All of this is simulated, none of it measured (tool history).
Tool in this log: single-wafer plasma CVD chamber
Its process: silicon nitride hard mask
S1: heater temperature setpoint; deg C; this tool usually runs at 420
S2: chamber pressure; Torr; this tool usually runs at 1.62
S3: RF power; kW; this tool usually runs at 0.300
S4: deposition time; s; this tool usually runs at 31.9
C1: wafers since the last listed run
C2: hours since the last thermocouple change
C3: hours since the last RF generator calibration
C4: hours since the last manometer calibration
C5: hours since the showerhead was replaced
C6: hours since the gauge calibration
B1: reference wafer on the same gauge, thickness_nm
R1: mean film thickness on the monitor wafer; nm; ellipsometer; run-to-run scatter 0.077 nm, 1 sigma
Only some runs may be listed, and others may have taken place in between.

run 1 hour=0.0 | S1=420 S2=1.62 S3=0.260 S4=31.9 | C1=0 C2=1012.5 C3=1462.2 C4=1800.8 C5=3790.0 C6=629.6 | B1=44.293 | R1=32.015
run 2 hour=17.8 | S1=420 S2=1.62 S3=0.260 S4=31.9 | C1=228 C2=1030.3 C3=1480.0 C4=1818.6 C5=3807.8 C6=647.4 | B1=44.316 | R1=32.096
-- hour=37.2 thermocouple changed; heater temperature recalibrated
run 3 hour=48.0 | S1=420 S2=1.62 S3=0.260 S4=31.9 | C1=284 C2=10.8 C3=1510.2 C4=1848.8 C5=3838.0 C6=677.6 | B1=44.275 | R1=32.007
run 4 hour=78.2 | S1=420 S2=1.62 S3=0.300 S4=27.5 | C1=387 C2=41.0 C3=1540.4 C4=1879.0 C5=3868.2 C6=707.8 | B1=44.269 | R1=30.094
run 5 hour=106.6 | S1=420 S2=1.62 S3=0.300 S4=28.6 | C1=364 C2=69.4 C3=1568.8 C4=1907.4 C5=3896.6 C6=736.2 | B1=44.296 | R1=31.231
-- hour=144.0 capacitance manometer re-zeroed and calibrated
run 6 hour=144.5 | S1=420 S2=1.62 S3=0.300 S4=31.9 | C1=383 C2=107.3 C3=1606.7 C4=0.5 C5=3934.5 C6=774.1 | B1=44.316 | R1=36.161
run 7 hour=170.7 | S1=432 S2=1.99 S3=0.300 S4=31.9 | C1=336 C2=133.5 C3=1632.9 C4=26.7 C5=3960.7 C6=800.3 | B1=44.325 | R1=38.587
run 8 hour=196.1 | S1=420 S2=1.62 S3=0.345 S4=31.9 | C1=325 C2=158.9 C3=1658.3 C4=52.1 C5=3986.1 C6=825.7 | B1=44.313 | R1=38.837
run 9 hour=222.9 | S1=420 S2=1.40 S3=0.300 S4=31.9 | C1=343 C2=185.7 C3=1685.1 C4=78.9 C5=4012.9 C6=852.5 | B1=44.297 | R1=33.731
-- hour=236.6 RF generator calibrated
run 10 hour=237.1 | S1=410 S2=1.62 S3=0.300 S4=35.1 | C1=79 C2=199.9 C3=0.5 C4=93.1 C5=4027.1 C6=866.7 | B1=44.307 | R1=40.625
run 11 hour=268.9 | S1=420 S2=1.62 S3=0.300 S4=31.9 | C1=407 C2=231.7 C3=32.3 C4=124.9 C5=4058.9 C6=898.5 | B1=44.327 | R1=36.846
-- hour=288.4 gauge calibrated
run 12 hour=302.0 | S1=420 S2=1.62 S3=0.300 S4=31.9 | C1=424 C2=264.8 C3=65.4 C4=158.0 C5=4092.0 C6=13.6 | B1=44.278 | R1=36.892
run 13 hour=330.5 | S1=420 S2=1.87 S3=0.325 S4=37.1 | C1=365 C2=293.3 C3=93.9 C4=186.5 C5=4120.5 C6=42.1 | B1=44.316 | R1=47.186
run 14 hour=357.5 | S1=430 S2=1.35 S3=0.360 S4=31.9 | C1=346 C2=320.3 C3=120.9 C4=213.5 C5=4147.5 C6=69.1 | B1=44.305 | R1=37.441
run 15 hour=379.9 | S1=420 S2=1.93 S3=0.300 S4=31.9 | C1=287 C2=342.7 C3=143.3 C4=235.9 C5=4169.9 C6=91.5 | B1=44.291 | R1=39.176
run 16 hour=404.5 | S1=408 S2=1.62 S3=0.300 S4=31.9 | C1=315 C2=367.3 C3=167.9 C4=260.5 C5=4194.5 C6=116.1 | B1=44.292 | R1=36.879
-- hour=420.2 showerhead replaced
run 17 hour=423.1 | S1=429 S2=1.62 S3=0.360 S4=31.9 | C1=135 C2=385.9 C3=186.5 C4=279.1 C5=2.9 C6=134.7 | B1=44.273 | R1=40.435
run 18 hour=466.8 | S1=420 S2=1.87 S3=0.325 S4=37.1 | C1=560 C2=429.6 C3=230.2 C4=322.8 C5=46.6 C6=178.4 | B1=44.301 | R1=47.036
run 19 hour=481.0 | S1=410 S2=1.88 S3=0.245 S4=27.0 | C1=182 C2=443.8 C3=244.4 C4=337.0 C5=60.8 C6=192.6 | B1=44.291 | R1=29.078
run 20 hour=504.6 | S1=431 S2=1.86 S3=0.255 S4=31.9 | C1=302 C2=467.4 C3=268.0 C4=360.6 C5=84.4 C6=216.2 | B1=44.302 | R1=34.772
run 21 hour=517.5 | S1=429 S2=1.62 S3=0.300 S4=31.9 | C1=165 C2=480.3 C3=280.9 C4=373.5 C5=97.3 C6=229.1 | B1=44.338 | R1=36.447
run 22 hour=547.5 | S1=420 S2=1.62 S3=0.300 S4=36.0 | C1=384 C2=510.3 C3=310.9 C4=403.5 C5=127.3 C6=259.1 | B1=44.298 | R1=40.986
run 23 hour=564.7 | S1=427 S2=1.81 S3=0.300 S4=31.9 | C1=220 C2=527.5 C3=328.1 C4=420.7 C5=144.5 C6=276.3 | B1=44.283 | R1=37.955
run 24 hour=589.3 | S1=431 S2=1.81 S3=0.275 S4=35.3 | C1=315 C2=552.1 C3=352.7 C4=445.3 C5=169.1 C6=300.9 | B1=44.335 | R1=39.775
run 25 hour=624.8 | S1=431 S2=1.62 S3=0.300 S4=31.9 | C1=455 C2=587.6 C3=388.2 C4=480.8 C5=204.6 C6=336.4 | B1=44.300 | R1=36.133
run 26 hour=648.2 | S1=420 S2=1.62 S3=0.300 S4=29.2 | C1=300 C2=611.0 C3=411.6 C4=504.2 C5=228.0 C6=359.8 | B1=44.301 | R1=33.333
run 27 hour=671.7 | S1=420 S2=1.62 S3=0.255 S4=31.9 | C1=301 C2=634.5 C3=435.1 C4=527.7 C5=251.5 C6=383.3 | B1=44.315 | R1=32.973
run 28 hour=698.5 | S1=420 S2=1.62 S3=0.300 S4=31.9 | C1=343 C2=661.3 C3=461.9 C4=554.5 C5=278.3 C6=410.1 | B1=44.299 | R1=36.245
run 29 hour=721.3 | S1=420 S2=1.62 S3=0.300 S4=34.8 | C1=292 C2=684.1 C3=484.7 C4=577.3 C5=301.1 C6=432.9 | B1=44.292 | R1=39.526

List, for all runs, the conditions of the tool that the log does not record:
wafer temperature above the value expected at the setpoint (K): 0, the same for each run
gauge reads high (%): 0, the same for each run
H1: delivered RF power above the setpoint (%)
H2: true pressure above the setpoint (%)
run=1 H1=-4.16 H2=-7.97
run=2 H1=-4.26 H2=-7.98
run=3 H1=-4.43 H2=-8.01
run=4 H1=-4.61 H2=-8.03
run=5 H1=-4.77 H2=-8.05
run=6 H1=-5 H2=0.248
run=7 H1=-5.17 H2=-0.0742
run=8 H1=-5.33 H2=-0.374
run=9 H1=-5.5 H2=-0.679
run=10 H1=-0.399 H2=-0.835
run=11 H1=-0.401 H2=-1.17
run=12 H1=-0.407 H2=-1.51
run=13 H1=-0.416 H2=-1.78
run=14 H1=-0.427 H2=-2.03
run=15 H1=-0.438 H2=-2.23
run=16 H1=-0.453 H2=-2.45
run=17 H1=-0.465 H2=-2.6
run=18 H1=-0.5 H2=-2.95
run=19 H1=-0.513 H2=-3.06
run=20 H1=-0.536 H2=-3.23
run=21 H1=-0.55 H2=-3.32
run=22 H1=-0.584 H2=-3.53
run=23 H1=-0.605 H2=-3.65
run=24 H1=-0.637 H2=-3.81
run=25 H1=-0.687 H2=-4.03
run=26 H1=-0.723 H2=-4.17
run=27 H1=-0.761 H2=-4.3
run=28 H1=-0.807 H2=-4.45
run=29 H1=-0.849 H2=-4.57
